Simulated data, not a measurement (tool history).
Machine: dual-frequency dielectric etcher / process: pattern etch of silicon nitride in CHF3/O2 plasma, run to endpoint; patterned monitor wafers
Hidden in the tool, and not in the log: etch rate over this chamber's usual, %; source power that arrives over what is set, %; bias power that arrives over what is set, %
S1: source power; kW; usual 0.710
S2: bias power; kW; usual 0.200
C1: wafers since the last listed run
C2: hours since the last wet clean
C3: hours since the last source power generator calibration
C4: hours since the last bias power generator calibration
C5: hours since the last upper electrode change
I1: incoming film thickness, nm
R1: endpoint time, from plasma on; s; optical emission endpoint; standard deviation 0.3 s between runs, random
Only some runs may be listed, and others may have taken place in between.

Run 1, hour 0.0: usual settings; C1 0; C2 332.9; C3 1112.4; C4 433.7; C5 4343.0; I1 60.0. Result: R1 36.6 s.
Run 2, hour 193.7: usual settings; C1 1398; C2 526.6; C3 1306.1; C4 627.4; C5 4536.7; I1 59.5. Result: R1 35.4 s.
Run 3, hour 283.4: usual settings but S2 0.228 kW; C1 647; C2 616.3; C3 1395.8; C4 717.1; C5 4626.4; I1 59.9. Result: R1 33.4 s.
Run 4, hour 336.6: usual settings but S2 0.228 kW; C1 383; C2 669.5; C3 1449.0; C4 770.3; C5 4679.6; I1 60.1. Result: R1 33.9 s.
At hour 368.5: wet clean of the chamber.
Run 5, hour 404.4: usual settings but S2 0.165 kW; C1 316; C2 35.9; C3 1516.8; C4 838.1; C5 4747.4; I1 59.9. Result: R1 44.1 s.
Run 6, hour 466.2: usual settings; C1 446; C2 97.7; C3 1578.6; C4 899.9; C5 4809.2; I1 60.1. Result: R1 39.2 s.
Run 7, hour 518.1: usual settings; C1 374; C2 149.6; C3 1630.5; C4 951.8; C5 4861.1; I1 59.6. Result: R1 38.6 s.
At hour 590.2: wet clean of the chamber, repeated, since the last time left the tool worse.
Run 8, hour 619.9: usual settings; C1 561; C2 29.7; C3 1732.3; C4 1053.6; C5 4962.9; I1 59.8. Result: R1 36.3 s.
Run 9, hour 695.7: usual settings but S1 0.600 kW; C1 547; C2 105.5; C3 1808.1; C4 1129.4; C5 5038.7; I1 59.5. Result: R1 37.3 s.
Run 10, hour 764.2: usual settings but S1 0.600 kW; C1 494; C2 174.0; C3 1876.6; C4 1197.9; C5 5107.2; I1 60.4. Result: R1 38.1 s.
Run 11, hour 853.0: usual settings but S1 0.600 kW; C1 640; C2 262.8; C3 1965.4; C4 1286.7; C5 5196.0; I1 59.3. Result: R1 37.8 s.
Run 12, hour 908.0: usual settings; C1 396; C2 317.8; C3 2020.4; C4 1341.7; C5 5251.0; I1 59.7. Result: R1 35.8 s.
At hour 959.7: source power generator calibrated.
Run 13, hour 967.3: usual settings but S1 0.640 kW, S2 0.184 kW; C1 399; C2 377.1; C3 7.6; C4 1401.0; C5 5310.3; I1 60.3. Result: R1 39.2 s.
Run 14, hour 1039.7: usual settings; C1 522; C2 449.5; C3 80.0; C4 1473.4; C5 5382.7; I1 59.6. Result: R1 36.1 s.
Run 15, hour 1098.6: usual settings but S1 0.830 kW, S2 0.241 kW; C1 425; C2 508.4; C3 138.9; C4 1532.3; C5 5441.6; I1 59.8. Result: R1 31.5 s.
Run 16, hour 1174.8: usual settings; C1 549; C2 584.6; C3 215.1; C4 1608.5; C5 5517.8; I1 59.7. Result: R1 35.7 s.
At hour 1272.6: wet clean of the chamber.
At hour 1360.8: upper electrode replaced.
At hour 1381.2: bias power generator calibrated.
Run 17, hour 1446.6: usual settings but S1 0.610 kW, S2 0.169 kW; C1 1586; C2 174.0; C3 486.9; C4 65.4; C5 85.8; I1 59.7. Result: R1 40.4 s.
Run 18, hour 1489.3: usual settings but S1 0.810 kW, S2 0.231 kW; C1 308; C2 216.7; C3 529.6; C4 108.1; C5 128.5; I1 59.6. Result: R1 32.5 s.
Run 19, hour 1565.6: usual settings but S1 0.640 kW, S2 0.161 kW; C1 550; C2 293.0; C3 605.9; C4 184.4; C5 204.8; I1 60.1. Result: R1 41.6 s.
Run 20, hour 1629.2: usual settings but S2 0.182 kW; C1 459; C2 356.6; C3 669.5; C4 248.0; C5 268.4; I1 59.3. Result: R1 36.9 s.
Run 21, hour 1685.7: usual settings but S1 0.790 kW, S2 0.220 kW; C1 407; C2 413.1; C3 726.0; C4 304.5; C5 324.9; I1 59.9. Result: R1 33.0 s.
Run 22, hour 1764.1: usual settings; C1 565; C2 491.5; C3 804.4; C4 382.9; C5 403.3; I1 60.0. Result: R1 35.6 s.
Run 23, hour 1842.1: usual settings but S1 0.620 kW; C1 562; C2 569.5; C3 882.4; C4 460.9; C5 481.3; I1 59.5. Result: R1 36.6 s.

5 ways to go on from here, each from the tool as it stands after run 23. What would each give?
Run A, hour 1842.5: usual settings but S1 0.780 kW; C1 2; C2 569.9; C3 882.8; C4 461.3; C5 481.7; I1 60.4. Result: R1 ?.
Run B, hour 1842.5: usual settings but S1 0.850 kW, S2 0.151 kW; C1 2; C2 569.9; C3 882.8; C4 461.3; C5 481.7; I1 60.4. Result: R1 ?.
Run C, hour 1842.5: usual settings but S1 0.830 kW, S2 0.170 kW; C1 2; C2 569.9; C3 882.8; C4 461.3; C5 481.7; I1 60.4. Result: R1 ?.
Run D, hour 1842.5: usual settings but S1 0.650 kW, S2 0.173 kW; C1 2; C2 569.9; C3 882.8; C4 461.3; C5 481.7; I1 60.4. Result: R1 ?.
Run E, hour 1842.5: usual settings but S1 0.650 kW, S2 0.166 kW; C1 2; C2 569.9; C3 882.8; C4 461.3; C5 481.7; I1 60.4. Result: R1 ?.

run    R1
  A  34.6
  B  38.6
  C  36.7
  D  38.9
  E  39.7
Without the tool's hidden state the same runs would have given:
run    R1
  A  35.8
  B  39.9
  C  38.0
  D  40.2
  E  41.0
